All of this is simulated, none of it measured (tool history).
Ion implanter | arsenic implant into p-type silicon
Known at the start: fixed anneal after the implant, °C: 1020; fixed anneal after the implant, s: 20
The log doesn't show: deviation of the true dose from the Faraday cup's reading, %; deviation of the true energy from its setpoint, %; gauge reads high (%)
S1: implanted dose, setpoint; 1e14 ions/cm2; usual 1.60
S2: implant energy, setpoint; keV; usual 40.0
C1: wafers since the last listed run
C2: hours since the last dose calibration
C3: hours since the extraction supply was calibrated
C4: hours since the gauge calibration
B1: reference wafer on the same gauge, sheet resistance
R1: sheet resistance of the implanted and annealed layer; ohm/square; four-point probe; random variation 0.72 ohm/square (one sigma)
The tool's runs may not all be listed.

{"run": 1, "hour": 0.0, "S1": 1.6, "S2": 40.0, "C1": 0, "C2": 1976.2, "C3": 3750.0, "C4": 147.4, "B1": 345.0, "R1": 429.43}
{"run": 2, "hour": 24.5, "S1": 1.6, "S2": 40.0, "C1": 700, "C2": 2000.7, "C3": 3774.5, "C4": 171.9, "B1": 344.99, "R1": 428.76}
{"run": 3, "hour": 53.4, "S1": 1.6, "S2": 40.0, "C1": 825, "C2": 2029.6, "C3": 3803.4, "C4": 200.8, "B1": 345.08, "R1": 429.16}
{"run": 4, "hour": 89.3, "S1": 1.6, "S2": 40.0, "C1": 1025, "C2": 2065.5, "C3": 3839.3, "C4": 236.7, "B1": 344.91, "R1": 428.2}
{"run": 5, "hour": 122.4, "S1": 1.95, "S2": 34.0, "C1": 945, "C2": 2098.6, "C3": 3872.4, "C4": 269.8, "B1": 344.95, "R1": 383.07}
{"run": 6, "hour": 152.8, "S1": 1.6, "S2": 40.0, "C1": 868, "C2": 2129.0, "C3": 3902.8, "C4": 300.2, "B1": 345.0, "R1": 429.5}
{"run": 7, "hour": 183.7, "S1": 1.6, "S2": 40.0, "C1": 883, "C2": 2159.9, "C3": 3933.7, "C4": 331.1, "B1": 344.84, "R1": 428.83}
{"run": 8, "hour": 205.9, "S1": 1.6, "S2": 40.0, "C1": 634, "C2": 2182.1, "C3": 3955.9, "C4": 353.3, "B1": 344.99, "R1": 428.45}
{"run": 9, "hour": 220.7, "S1": 1.6, "S2": 40.0, "C1": 422, "C2": 2196.9, "C3": 3970.7, "C4": 368.1, "B1": 345.0, "R1": 428.97}
{"run": 10, "hour": 256.4, "S1": 1.6, "S2": 40.0, "C1": 1020, "C2": 2232.6, "C3": 4006.4, "C4": 403.8, "B1": 345.05, "R1": 429.04}
{"run": 11, "hour": 282.2, "S1": 1.6, "S2": 40.0, "C1": 737, "C2": 2258.4, "C3": 4032.2, "C4": 429.6, "B1": 345.07, "R1": 429.24}
{"run": 12, "hour": 311.9, "S1": 1.78, "S2": 40.0, "C1": 848, "C2": 2288.1, "C3": 4061.9, "C4": 459.3, "B1": 345.32, "R1": 397.2}
{"hour": 322.5, "done": "gauge calibrated"}
{"run": 13, "hour": 344.5, "S1": 1.81, "S2": 44.5, "C1": 931, "C2": 2320.7, "C3": 4094.5, "C4": 22.0, "B1": 344.84, "R1": 385.51}
{"hour": 354.1, "done": "Faraday cup replaced and dose calibrated"}
{"hour": 359.8, "done": "extraction supply calibrated"}
{"run": 14, "hour": 370.8, "S1": 2.02, "S2": 40.0, "C1": 358, "C2": 16.7, "C3": 11.0, "C4": 48.3, "B1": 344.89, "R1": 350.36}
{"run": 15, "hour": 382.9, "S1": 1.4, "S2": 28.5, "C1": 345, "C2": 28.8, "C3": 23.1, "C4": 60.4, "B1": 344.82, "R1": 480.76}
{"run": 16, "hour": 413.0, "S1": 1.89, "S2": 33.5, "C1": 860, "C2": 58.9, "C3": 53.2, "C4": 90.5, "B1": 345.09, "R1": 379.16}
{"run": 17, "hour": 447.3, "S1": 1.96, "S2": 31.0, "C1": 980, "C2": 93.2, "C3": 87.5, "C4": 124.8, "B1": 345.14, "R1": 374.99}
{"run": 18, "hour": 464.4, "S1": 1.88, "S2": 40.0, "C1": 488, "C2": 110.3, "C3": 104.6, "C4": 141.9, "B1": 345.05, "R1": 370.51}
{"run": 19, "hour": 487.2, "S1": 1.6, "S2": 40.0, "C1": 651, "C2": 133.1, "C3": 127.4, "C4": 164.7, "B1": 345.28, "R1": 414.6}
{"run": 20, "hour": 516.0, "S1": 1.6, "S2": 40.0, "C1": 823, "C2": 161.9, "C3": 156.2, "C4": 193.5, "B1": 345.16, "R1": 416.79}

Measured less the same run without the tool's hidden state. The same run-to-run variation is in both; the gauge's scatter may not be:
run=1 R1=+14.93
run=2 R1=+14.94
run=3 R1=+14.99
run=4 R1=+15.01
run=5 R1=+13.92
run=6 R1=+15.12
run=7 R1=+15.14
run=8 R1=+15.15
run=9 R1=+15.18
run=10 R1=+15.21
run=11 R1=+15.24
run=12 R1=+14.31
run=13 R1=+13.83
run=14 R1=-0.01
run=15 R1=+0.27
run=16 R1=+0.80
run=17 R1=+1.43
run=18 R1=+1.68
run=19 R1=+2.25
run=20 R1=+2.78

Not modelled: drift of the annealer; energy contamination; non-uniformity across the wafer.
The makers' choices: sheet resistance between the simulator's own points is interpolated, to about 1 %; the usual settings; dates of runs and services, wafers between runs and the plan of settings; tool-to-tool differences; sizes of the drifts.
